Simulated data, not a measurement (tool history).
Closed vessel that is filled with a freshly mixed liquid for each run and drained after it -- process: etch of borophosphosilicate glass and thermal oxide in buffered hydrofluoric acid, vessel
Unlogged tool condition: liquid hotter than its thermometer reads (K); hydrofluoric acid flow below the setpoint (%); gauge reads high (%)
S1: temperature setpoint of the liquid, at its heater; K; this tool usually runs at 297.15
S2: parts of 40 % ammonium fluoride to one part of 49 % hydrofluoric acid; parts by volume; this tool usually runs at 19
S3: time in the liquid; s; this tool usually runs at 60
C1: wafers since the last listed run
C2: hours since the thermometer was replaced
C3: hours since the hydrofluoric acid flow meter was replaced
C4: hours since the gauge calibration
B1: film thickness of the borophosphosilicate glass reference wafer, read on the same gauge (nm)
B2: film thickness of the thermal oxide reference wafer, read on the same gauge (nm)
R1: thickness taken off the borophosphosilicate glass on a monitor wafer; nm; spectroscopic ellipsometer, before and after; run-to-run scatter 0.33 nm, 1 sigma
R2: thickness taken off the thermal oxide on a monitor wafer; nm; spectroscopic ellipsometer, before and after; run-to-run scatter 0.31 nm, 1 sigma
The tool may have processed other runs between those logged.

| run | hour | S1 | S2 | S3 | C1 | C2 | C3 | C4 | B1 | B2 | R1 | R2 |
|---|---|---|---|---|---|---|---|---|---|---|---|---|
| 1 | 0 | 300.65 | 19 | 60 | 0 | 1670.5 | 1415.3 | 1403.5 | 110.01 | 80.01 | 112.43 | 44.25 |
| 2 | 31.9 | 297.15 | 19 | 60 | 3898 | 1702.4 | 1447.2 | 1435.4 | 110 | 79.99 | 92.86 | 36.83 |
|  | 80.5 | gauge calibrated |
| 3 | 99.2 | 297.15 | 19 | 60 | 8224 | 1769.7 | 1514.5 | 18.7 | 110.02 | 79.99 | 92.25 | 36.71 |
| 4 | 126 | 297.15 | 19 | 80 | 3275 | 1796.5 | 1541.3 | 45.5 | 110 | 80 | 123.47 | 49.14 |
| 5 | 180.3 | 297.15 | 19 | 60 | 6635 | 1850.8 | 1595.6 | 99.8 | 110.01 | 80.02 | 92.5 | 36.33 |
| 6 | 222.3 | 297.15 | 19 | 60 | 5132 | 1892.8 | 1637.6 | 141.8 | 110.01 | 79.99 | 92.83 | 36.75 |
|  | 292.1 | thermometer replaced |
| 7 | 293.5 | 297.15 | 19 | 60 | 8578 | 1.4 | 1708.8 | 213 | 109.98 | 79.99 | 89.98 | 36.56 |
| 8 | 351.7 | 297.15 | 19 | 70 | 7112 | 59.6 | 1767 | 271.2 | 110 | 80.02 | 105.53 | 42.28 |
| 9 | 410.2 | 295.65 | 19 | 60 | 7149 | 118.1 | 1825.5 | 329.7 | 110 | 80.01 | 83.67 | 33.47 |
| 10 | 450.3 | 299.15 | 25.5 | 80 | 4900 | 158.2 | 1865.6 | 369.8 | 110 | 80.01 | 108.68 | 43.78 |
| 11 | 494.3 | 300.65 | 19 | 30 | 5377 | 202.2 | 1909.6 | 413.8 | 110.01 | 79.97 | 54.72 | 22.03 |
| 12 | 546.1 | 295.65 | 17 | 75 | 6330 | 254 | 1961.4 | 465.6 | 110.01 | 79.98 | 117.18 | 46.96 |
| 13 | 592.3 | 295.15 | 24 | 60 | 5646 | 300.2 | 2007.6 | 511.8 | 110 | 80 | 68.58 | 27.22 |
| 14 | 652.8 | 294.65 | 19 | 30 | 7393 | 360.7 | 2068.1 | 572.3 | 110 | 80 | 39.64 | 15.75 |
| 15 | 696.8 | 293.15 | 12.5 | 60 | 5377 | 404.7 | 2112.1 | 616.3 | 110 | 79.99 | 110.67 | 44.03 |
| 16 | 757.5 | 301.65 | 25 | 60 | 7418 | 465.4 | 2172.8 | 677 | 110 | 80.04 | 94.92 | 37.79 |
| 17 | 803.6 | 297.15 | 19 | 60 | 5633 | 511.5 | 2218.9 | 723.1 | 109.98 | 79.98 | 91.1 | 36.78 |
| 18 | 927 | 297.15 | 26 | 95 | 15080 | 634.9 | 2342.3 | 846.5 | 109.99 | 80.01 | 114.45 | 46.56 |
|  | 996.4 | hydrofluoric acid flow meter replaced |
| 19 | 996.9 | 297.15 | 15 | 60 | 8420 | 704.8 | 0.5 | 916.4 | 110.01 | 80 | 116.9 | 46.51 |
| 20 | 1041.4 | 300.15 | 19 | 60 | 5438 | 749.3 | 45 | 960.9 | 109.98 | 80 | 108.6 | 43.85 |
| 21 | 1164.2 | 297.15 | 19 | 60 | 15007 | 872.1 | 167.8 | 1083.7 | 109.98 | 79.99 | 92.02 | 37.12 |
| 22 | 1230.5 | 294.65 | 23 | 50 | 8102 | 938.4 | 234.1 | 1150 | 109.99 | 79.98 | 57.83 | 23.36 |
| 23 | 1281.3 | 297.15 | 19 | 60 | 6208 | 989.2 | 284.9 | 1200.8 | 110 | 79.99 | 92.79 | 36.88 |
| 24 | 1399.9 | 299.15 | 15.5 | 60 | 14493 | 1107.8 | 403.5 | 1319.4 | 110 | 80.01 | 126.02 | 50.59 |
| 25 | 1432.3 | 297.15 | 19 | 60 | 3959 | 1140.2 | 435.9 | 1351.8 | 110.02 | 80 | 92.07 | 37.59 |
| 26 | 1477.1 | 299.15 | 19 | 50 | 5474 | 1185 | 480.7 | 1396.6 | 110 | 79.99 | 85.21 | 34.33 |

Alternative continuations, all from the tool just after run 26; predict every row:
| A | 1477.8 | 297.15 | 19 | 95 | 85 | 1185.7 | 481.4 | 1397.3 | ? | ? | ? | ? |
| B | 1477.8 | 301.65 | 17 | 35 | 85 | 1185.7 | 481.4 | 1397.3 | ? | ? | ? | ? |
| C | 1477.8 | 294.15 | 22.5 | 45 | 85 | 1185.7 | 481.4 | 1397.3 | ? | ? | ? | ? |

| run | B1 | B2 | R1 | R2 |
|---|---|---|---|---|
| A | 110.01 | 79.99 | 146.24 | 58.89 |
| B | 110.01 | 79.99 | 76.46 | 30.85 |
| C | 110.01 | 79.99 | 51.58 | 20.75 |
With no hidden state in the tool, these same runs would have given:
| run | R1 | R2 |
|---|---|---|
| A | 145.22 | 58.48 |
| B | 75.95 | 30.64 |
| C | 51.14 | 20.57 |

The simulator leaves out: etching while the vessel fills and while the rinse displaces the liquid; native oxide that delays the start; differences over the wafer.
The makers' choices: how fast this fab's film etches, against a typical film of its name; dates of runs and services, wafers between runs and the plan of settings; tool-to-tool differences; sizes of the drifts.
